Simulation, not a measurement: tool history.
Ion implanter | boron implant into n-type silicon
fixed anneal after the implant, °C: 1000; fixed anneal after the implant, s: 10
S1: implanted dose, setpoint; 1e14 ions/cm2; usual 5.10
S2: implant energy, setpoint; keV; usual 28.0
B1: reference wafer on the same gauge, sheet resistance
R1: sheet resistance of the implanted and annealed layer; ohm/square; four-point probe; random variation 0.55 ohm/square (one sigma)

run    hour    S1    S2      B1      R1
  1     0.0  5.10  24.0  242.08  225.92
  2    68.1  5.10  28.0  242.20  224.12
  3   135.9  5.10  28.0  241.98  223.43
  4   182.5  5.57  23.5  242.22  210.89
  5   244.5  5.57  23.5  241.97  212.11
  6   328.5  5.57  23.5  242.01  212.96
  7   371.4  5.55  24.5  241.94  212.98
  8   419.4  5.55  24.5  242.04  213.05
  9   450.9  5.10  28.0  242.02  226.21
 10   489.6  5.10  28.0  242.24  226.24
 11   518.6  5.10  28.0  242.02  225.38
 12   590.1  5.10  28.0  242.02  225.79
 13   636.4  5.10  28.0  242.00  227.24
 14   699.7  5.10  28.0  242.05  227.92
 15   773.6  5.57  23.5  242.00  215.50
      824.1  -- gauge calibrated
 16   832.4  6.28  25.0  242.28  194.71
      861.4  -- extraction supply calibrated
 17   895.4  5.10  32.5  242.09  225.10
      940.0  -- Faraday cup replaced and dose calibrated
 18   952.5  5.10  28.0  241.98  222.24
 19   990.7  4.24  37.0  242.22  252.28
 20  1060.3  6.46  19.5  241.82  189.44

The next listed run, before its measurement:
 21  1104.6  4.59  35.5   ?   ?

B1: 242.16
R1: 237.97 ohm/square
Without the tool's hidden state the same run would have given R1 236.95 ohm/square.
